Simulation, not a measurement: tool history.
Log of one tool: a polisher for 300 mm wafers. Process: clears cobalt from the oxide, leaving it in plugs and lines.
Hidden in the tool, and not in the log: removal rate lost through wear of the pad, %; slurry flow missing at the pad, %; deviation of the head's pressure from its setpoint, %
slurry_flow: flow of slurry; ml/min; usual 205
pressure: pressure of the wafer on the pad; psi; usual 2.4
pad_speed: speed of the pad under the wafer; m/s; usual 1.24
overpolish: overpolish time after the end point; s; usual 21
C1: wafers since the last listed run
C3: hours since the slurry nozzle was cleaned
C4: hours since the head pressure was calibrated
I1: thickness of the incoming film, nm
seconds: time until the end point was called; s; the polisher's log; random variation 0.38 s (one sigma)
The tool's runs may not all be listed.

Run 1, hour 0.0: usual settings; C1 0; wafers polished on this pad 1174; C3 725.8; C4 826.1; I1 195.8. Result: seconds 23.4 s.
At hour 37.3: slurry nozzle cleaned.
Run 2, hour 52.2: usual settings; C1 503; wafers polished on this pad 1677; C3 14.9; C4 878.3; I1 196.6. Result: seconds 24.3 s.
Run 3, hour 140.7: usual settings; C1 869; wafers polished on this pad 2547; C3 103.4; C4 966.8; I1 197.0. Result: seconds 24.9 s.
Run 4, hour 179.3: usual settings but pressure 2.0 psi; C1 379; wafers polished on this pad 2926; C3 142.0; C4 1005.4; I1 196.6. Result: seconds 30.1 s.
Run 5, hour 343.8: usual settings but overpolish 16 s; C1 1616; wafers polished on this pad 4542; C3 306.5; C4 1169.9; I1 198.3. Result: seconds 26.5 s.
At hour 360.0: worn pad replaced by a new one.
Run 6, hour 389.9: usual settings but overpolish 16 s; C1 413; wafers polished on this pad 293; C3 352.6; C4 1216.0; I1 195.6. Result: seconds 24.4 s.
At hour 428.1: head pressure recalibrated.
Run 7, hour 437.8: usual settings but overpolish 16 s; C1 451; wafers polished on this pad 744; C3 400.5; C4 9.7; I1 204.2. Result: seconds 26.7 s.
Run 8, hour 507.6: usual settings but pressure 2.7 psi; C1 685; wafers polished on this pad 1430; C3 470.3; C4 79.5; I1 199.1. Result: seconds 23.2 s.
Run 9, hour 577.6: usual settings but pressure 2.9 psi; C1 687; wafers polished on this pad 2118; C3 540.3; C4 149.5; I1 199.5. Result: seconds 22.2 s.
Run 10, hour 613.9: usual settings; C1 356; wafers polished on this pad 2475; C3 576.6; C4 185.8; I1 197.6. Result: seconds 25.1 s.
Run 11, hour 662.1: usual settings but slurry_flow 260 ml/min; C1 473; wafers polished on this pad 2948; C3 624.8; C4 234.0; I1 197.3. Result: seconds 25.7 s.
Run 12, hour 691.6: usual settings; C1 289; wafers polished on this pad 3238; C3 654.3; C4 263.5; I1 201.7. Result: seconds 27.5 s.
Run 13, hour 735.6: usual settings; C1 432; wafers polished on this pad 3671; C3 698.3; C4 307.5; I1 197.0. Result: seconds 27.0 s.
Run 14, hour 781.1: usual settings but pressure 2.2 psi; C1 447; wafers polished on this pad 4118; C3 743.8; C4 353.0; I1 199.3. Result: seconds 29.5 s.
Run 15, hour 808.5: usual settings; C1 269; wafers polished on this pad 4387; C3 771.2; C4 380.4; I1 197.5. Result: seconds 27.4 s.
At hour 832.4: worn pad replaced by a new one.
Run 16, hour 843.3: usual settings but overpolish 25 s; C1 302; wafers polished on this pad 107; C3 806.0; C4 415.2; I1 198.4. Result: seconds 25.2 s.
Run 17, hour 875.0: usual settings but pressure 2.0 psi; C1 311; wafers polished on this pad 418; C3 837.7; C4 446.9; I1 199.9. Result: seconds 30.5 s.
Run 18, hour 908.6: usual settings but pressure 2.2 psi, overpolish 11 s; C1 330; wafers polished on this pad 748; C3 871.3; C4 480.5; I1 201.2. Result: seconds 27.2 s.
At hour 928.3: slurry nozzle cleaned.
Run 19, hour 933.3: usual settings but slurry_flow 145 ml/min, pad_speed 1.52 m/s, overpolish 33 s; C1 232; wafers polished on this pad 981; C3 5.0; C4 505.2; I1 198.2. Result: seconds 21.5 s.
Run 20, hour 992.7: usual settings; C1 583; wafers polished on this pad 1565; C3 64.4; C4 564.6; I1 200.4. Result: seconds 25.9 s.
Run 21, hour 1045.9: usual settings but slurry_flow 140 ml/min, pad_speed 1.10 m/s; C1 522; wafers polished on this pad 2088; C3 117.6; C4 617.8; I1 200.2. Result: seconds 30.2 s.
Run 22, hour 1081.2: usual settings; C1 346; wafers polished on this pad 2435; C3 152.9; C4 653.1; I1 196.4. Result: seconds 25.8 s.
Run 23, hour 1150.3: usual settings but slurry_flow 270 ml/min, pressure 1.9 psi, overpolish 12 s; C1 678; wafers polished on this pad 3113; C3 222.0; C4 722.2; I1 196.0. Result: seconds 31.3 s.
Run 24, hour 1337.4: usual settings but slurry_flow 260 ml/min, pressure 1.7 psi, pad_speed 0.90 m/s, overpolish 25 s; C1 1838; wafers polished on this pad 4952; C3 409.1; C4 909.3; I1 196.8. Result: seconds 52.0 s.
At hour 1378.1: worn pad replaced by a new one.
Run 25, hour 1517.7: usual settings; C1 1732; wafers polished on this pad 1371; C3 589.4; C4 1089.6; I1 198.6. Result: seconds 25.4 s.
At hour 1552.1: head pressure recalibrated.
Run 26, hour 1557.5: usual settings but pad_speed 1.40 m/s; C1 371; wafers polished on this pad 1743; C3 629.2; C4 5.4; I1 197.6. Result: seconds 23.1 s.
Run 27, hour 1585.9: usual settings but slurry_flow 255 ml/min, pad_speed 1.64 m/s; C1 279; wafers polished on this pad 2022; C3 657.6; C4 33.8; I1 198.6. Result: seconds 19.5 s.
Run 28, hour 1618.0: usual settings but pressure 3.1 psi; C1 315; wafers polished on this pad 2337; C3 689.7; C4 65.9; I1 199.9. Result: seconds 20.6 s.
Run 29, hour 1664.5: usual settings but pressure 2.8 psi; C1 456; wafers polished on this pad 2794; C3 736.2; C4 112.4; I1 198.8. Result: seconds 22.5 s.
Run 30, hour 1724.7: usual settings but pressure 1.7 psi; C1 591; wafers polished on this pad 3385; C3 796.4; C4 172.6; I1 198.3. Result: seconds 39.0 s.
At hour 1755.1: slurry nozzle cleaned.
Run 31, hour 1790.1: usual settings; C1 632; wafers polished on this pad 4018; C3 35.0; C4 238.0; I1 200.2. Result: seconds 27.7 s.
At hour 1808.9: worn pad replaced by a new one.
Run 32, hour 1859.7: usual settings; C1 644; wafers polished on this pad 498; C3 104.6; C4 307.6; I1 197.8. Result: seconds 24.8 s.
Run 33, hour 1885.6: usual settings; C1 254; wafers polished on this pad 753; C3 130.5; C4 333.5; I1 200.8. Result: seconds 25.4 s.
Run 34, hour 1921.1: usual settings but slurry_flow 255 ml/min, pressure 3.0 psi, pad_speed 1.56 m/s, overpolish 12 s; C1 348; wafers polished on this pad 1102; C3 166.0; C4 369.0; I1 197.4. Result: seconds 15.2 s.
Run 35, hour 1985.2: usual settings but pressure 3.2 psi, pad_speed 1.60 m/s, overpolish 9 s; C1 629; wafers polished on this pad 1731; C3 230.1; C4 433.1; I1 203.2. Result: seconds 14.9 s.

3 ways to go on from here, each from the tool as it stands after run 35. What would each give?
Run A, hour 1985.6: usual settings; C1 3; wafers polished on this pad 1735; C3 230.5; C4 433.5; I1 204.4. Result: seconds ?.
Run B, hour 1985.6: usual settings but pressure 3.0 psi, pad_speed 1.56 m/s, overpolish 12 s; C1 3; wafers polished on this pad 1735; C3 230.5; C4 433.5; I1 204.4. Result: seconds ?.
Run C, hour 1985.6: usual settings but pad_speed 0.96 m/s; C1 3; wafers polished on this pad 1735; C3 230.5; C4 433.5; I1 204.4. Result: seconds ?.

run  seconds
  A     25.3
  B     16.3
  C     32.2
Without the tool's hidden state the same runs would have given:
run  seconds
  A     25.9
  B     16.6
  C     33.0
